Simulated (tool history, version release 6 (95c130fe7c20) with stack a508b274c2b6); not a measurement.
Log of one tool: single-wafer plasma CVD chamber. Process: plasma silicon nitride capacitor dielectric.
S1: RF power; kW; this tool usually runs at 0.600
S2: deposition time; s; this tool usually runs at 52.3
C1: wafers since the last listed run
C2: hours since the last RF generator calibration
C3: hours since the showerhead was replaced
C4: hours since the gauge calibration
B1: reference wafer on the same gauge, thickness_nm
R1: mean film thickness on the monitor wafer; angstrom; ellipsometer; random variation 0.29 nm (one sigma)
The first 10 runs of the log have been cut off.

run 11 day=8.512 | S1=0.630 S2=57.2 | C1=214 C2=1086.4 C3=2691.7 C4=483.8 | B1=85.659 | R1=925.81
run 12 day=9.900 | S1=0.550 S2=49.0 | C1=408 C2=1119.7 C3=2725.0 C4=517.1 | B1=85.656 | R1=741.44
run 13 day=10.688 | S1=0.550 S2=49.0 | C1=231 C2=1138.6 C3=2743.9 C4=536.0 | B1=85.633 | R1=741.31
run 14 day=11.429 | S1=0.600 S2=52.3 | C1=218 C2=1156.4 C3=2761.7 C4=553.8 | B1=85.778 | R1=825.62
run 15 day=12.679 | S1=0.600 S2=52.3 | C1=368 C2=1186.4 C3=2791.7 C4=583.8 | B1=85.641 | R1=822.29
-- day=13.954 RF generator calibrated
run 16 day=13.975 | S1=0.600 S2=52.3 | C1=283 C2=0.5 C3=2822.8 C4=614.9 | B1=85.542 | R1=840.91
run 17 day=14.658 | S1=0.510 S2=56.3 | C1=201 C2=16.9 C3=2839.2 C4=631.3 | B1=85.698 | R1=841.07
run 18 day=16.038 | S1=0.675 S2=48.4 | C1=406 C2=50.0 C3=2872.3 C4=664.4 | B1=85.656 | R1=823.01
run 19 day=16.746 | S1=0.540 S2=52.3 | C1=208 C2=67.0 C3=2889.3 C4=681.4 | B1=85.692 | R1=797.96
run 20 day=18.183 | S1=0.520 S2=56.9 | C1=423 C2=101.5 C3=2923.8 C4=715.9 | B1=85.587 | R1=862.62
run 21 day=18.938 | S1=0.485 S2=52.3 | C1=222 C2=119.6 C3=2941.9 C4=734.0 | B1=85.778 | R1=754.66
-- day=20.046 showerhead replaced, of another model than before
run 22 day=20.112 | S1=0.650 S2=44.1 | C1=247 C2=147.8 C3=1.6 C4=762.2 | B1=85.684 | R1=746.83
run 23 day=21.217 | S1=0.525 S2=56.2 | C1=325 C2=174.3 C3=28.1 C4=788.7 | B1=85.617 | R1=819.99
-- day=22.612 gauge calibrated
run 24 day=22.650 | S1=0.515 S2=61.5 | C1=421 C2=208.7 C3=62.5 C4=0.9 | B1=85.595 | R1=882.12
run 25 day=23.729 | S1=0.570 S2=60.9 | C1=317 C2=234.6 C3=88.4 C4=26.8 | B1=85.537 | R1=942.07
run 26 day=24.862 | S1=0.635 S2=43.2 | C1=333 C2=261.8 C3=115.6 C4=54.0 | B1=85.677 | R1=722.44
run 27 day=25.846 | S1=0.600 S2=52.3 | C1=289 C2=285.4 C3=139.2 C4=77.6 | B1=85.626 | R1=840.09
run 28 day=26.533 | S1=0.500 S2=58.8 | C1=202 C2=301.9 C3=155.7 C4=94.1 | B1=85.590 | R1=820.86
run 29 day=27.842 | S1=0.600 S2=52.3 | C1=385 C2=333.3 C3=187.1 C4=125.5 | B1=85.506 | R1=833.35
run 30 day=29.112 | S1=0.490 S2=57.5 | C1=374 C2=363.8 C3=217.6 C4=156.0 | B1=85.554 | R1=788.43
run 31 day=29.796 | S1=0.500 S2=45.5 | C1=201 C2=380.2 C3=234.0 C4=172.4 | B1=85.607 | R1=638.65

Each row is a separate what-if for the run after 31, all from the same tool condition, not one after another. Results?
run A day=29.812 | S1=0.660 S2=52.3 | C1=4 C2=380.6 C3=234.4 C4=172.8 | B1=? | R1=?
run B day=29.812 | S1=0.600 S2=46.7 | C1=4 C2=380.6 C3=234.4 C4=172.8 | B1=? | R1=?
run C day=29.812 | S1=0.660 S2=57.2 | C1=4 C2=380.6 C3=234.4 C4=172.8 | B1=? | R1=?
run D day=29.812 | S1=0.635 S2=61.0 | C1=4 C2=380.6 C3=234.4 C4=172.8 | B1=? | R1=?
run E day=29.812 | S1=0.715 S2=52.3 | C1=4 C2=380.6 C3=234.4 C4=172.8 | B1=? | R1=?

run=A B1=85.537 R1=891.99
run=B B1=85.537 R1=750.38
run=C B1=85.537 R1=975.56
run=D B1=85.537 R1=1016.29
run=E B1=85.537 R1=933.86
With no hidden state in the tool, these same runs would have given:
run=A R1=899.64
run=B R1=756.82
run=C R1=983.93
run=D R1=1025.00
run=E R1=941.87
